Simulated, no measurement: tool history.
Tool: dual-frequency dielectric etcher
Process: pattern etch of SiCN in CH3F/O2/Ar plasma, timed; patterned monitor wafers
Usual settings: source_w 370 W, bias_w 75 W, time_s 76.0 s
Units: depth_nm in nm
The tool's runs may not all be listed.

run,hour,source_w,bias_w,time_s,"read-back reference wafer on the same gauge, depth_nm",depth_nm
1,0.0,370,75,76.0,24.60,27.15
2,65.0,370,75,76.0,24.62,27.07
3,107.0,370,75,76.0,24.59,27.10
4,288.5,370,65,76.0,24.58,24.78
# hour 320.9: gauge calibrated
5,339.6,370,75,76.0,24.61,27.12
6,378.0,370,75,76.0,24.59,27.10
# hour 446.0: wet clean of the chamber
7,446.5,370,75,76.0,24.60,27.02
8,487.3,370,75,76.0,24.60,27.08
# hour 518.9: source power generator calibrated
9,557.8,310,87,53.5,24.59,20.03
10,597.3,310,75,76.0,24.59,26.12
# hour 695.8: upper electrode replaced
11,713.3,370,75,64.5,24.60,22.91
12,753.0,370,75,76.0,24.60,27.01
13,796.3,410,75,76.0,24.60,27.48
14,829.9,370,75,76.0,24.60,26.99
15,856.2,340,69,76.0,24.61,25.18
# hour 871.9: source power generator calibrated, repeated, since the last time left the tool worse
# hour 922.6: wet clean of the chamber
16,923.1,370,75,57.0,24.58,20.47
17,935.8,370,59,82.5,24.60,25.69
# hour 950.6: bias power generator calibrated
18,996.6,370,75,76.0,24.60,27.22
19,1030.6,370,75,86.0,24.60,30.86
20,1069.8,370,93,56.0,24.59,22.54
21,1102.7,370,75,76.0,24.60,27.28
22,1142.4,300,87,76.0,24.61,28.71
23,1198.1,420,57,59.5,24.59,18.63
24,1227.5,370,75,76.0,24.60,27.24
25,1294.2,330,58,68.5,24.60,20.67
# hour 1376.6: wet clean of the chamber
26,1377.1,340,75,56.5,24.61,20.02
27,1392.4,370,75,76.0,24.59,27.19
28,1457.1,370,82,91.5,24.59,34.59
29,1505.5,460,75,76.0,24.59,28.39

4 ways to go on from here, each from the tool as it stands after run 29. What would each give?
A,1505.9,370,75,65.5,?,?
B,1505.9,410,92,76.0,?,?
C,1505.9,370,92,76.0,?,?
D,1505.9,370,75,89.5,?,?

run,"read-back reference wafer on the same gauge, depth_nm",depth_nm
A,24.61,23.41
B,24.61,31.07
C,24.61,30.45
D,24.61,31.98
Without the tool's hidden state the same runs would have given:
run,depth_nm
A,23.43
B,31.10
C,30.48
D,32.02
